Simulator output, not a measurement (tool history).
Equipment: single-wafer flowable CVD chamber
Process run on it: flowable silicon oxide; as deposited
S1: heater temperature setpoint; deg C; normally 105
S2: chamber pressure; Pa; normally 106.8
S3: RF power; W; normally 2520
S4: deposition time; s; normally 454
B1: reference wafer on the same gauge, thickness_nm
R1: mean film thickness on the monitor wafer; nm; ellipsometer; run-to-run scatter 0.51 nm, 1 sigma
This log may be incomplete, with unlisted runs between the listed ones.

{"run": 1, "hour": 0.0, "S1": 105, "S2": 106.8, "S3": 2520, "S4": 454, "B1": 228.056, "R1": 251.999}
{"run": 2, "hour": 21.7, "S1": 117, "S2": 106.8, "S3": 2520, "S4": 454, "B1": 227.937, "R1": 162.63}
{"run": 3, "hour": 113.0, "S1": 117, "S2": 106.8, "S3": 2520, "S4": 454, "B1": 228.083, "R1": 162.963}
{"run": 4, "hour": 147.3, "S1": 117, "S2": 106.8, "S3": 2520, "S4": 454, "B1": 227.782, "R1": 163.125}
{"run": 5, "hour": 173.4, "S1": 105, "S2": 106.8, "S3": 2520, "S4": 454, "B1": 228.026, "R1": 253.795}
{"run": 6, "hour": 200.2, "S1": 105, "S2": 106.8, "S3": 2520, "S4": 454, "B1": 228.144, "R1": 254.26}
{"hour": 223.0, "done": "capacitance manometer re-zeroed and calibrated"}
{"hour": 223.4, "done": "thermocouple changed; heater temperature recalibrated"}
{"hour": 230.2, "done": "RF generator calibrated"}
{"run": 7, "hour": 230.7, "S1": 105, "S2": 106.8, "S3": 2520, "S4": 454, "B1": 228.201, "R1": 237.089}
{"run": 8, "hour": 249.1, "S1": 105, "S2": 106.8, "S3": 2520, "S4": 517, "B1": 228.103, "R1": 269.978}
{"hour": 282.3, "done": "showerhead replaced"}
{"run": 9, "hour": 284.2, "S1": 105, "S2": 106.8, "S3": 2520, "S4": 493, "B1": 227.975, "R1": 257.678}
{"hour": 285.0, "done": "gauge calibrated"}
{"run": 10, "hour": 318.2, "S1": 105, "S2": 106.8, "S3": 2240, "S4": 493, "B1": 227.962, "R1": 253.981}
{"run": 11, "hour": 334.7, "S1": 101, "S2": 125.6, "S3": 2165, "S4": 518, "B1": 228.035, "R1": 359.075}
{"run": 12, "hour": 365.4, "S1": 98, "S2": 106.8, "S3": 2395, "S4": 454, "B1": 228.066, "R1": 309.416}
{"run": 13, "hour": 384.2, "S1": 105, "S2": 106.8, "S3": 2520, "S4": 454, "B1": 227.968, "R1": 239.59}
{"run": 14, "hour": 408.0, "S1": 105, "S2": 106.8, "S3": 2520, "S4": 454, "B1": 227.949, "R1": 238.472}

Each row is a separate what-if for the run after 14, all from the same tool condition, not one after another. Results?
{"run": "A", "hour": 408.5, "S1": 95, "S2": 106.8, "S3": 2520, "S4": 454, "B1": "?", "R1": "?"}
{"run": "B", "hour": 408.5, "S1": 99, "S2": 106.8, "S3": 2755, "S4": 542, "B1": "?", "R1": "?"}
{"run": "C", "hour": 408.5, "S1": 114, "S2": 131.3, "S3": 2065, "S4": 509, "B1": "?", "R1": "?"}

run=A B1=227.895 R1=349.861
run=B B1=227.895 R1=362.731
run=C B1=227.895 R1=225.439
The same runs, with their run-to-run variation unchanged, on a tool lacking any hidden condition would have given:
run=A R1=344.357
run=B R1=357.164
run=C R1=222.168
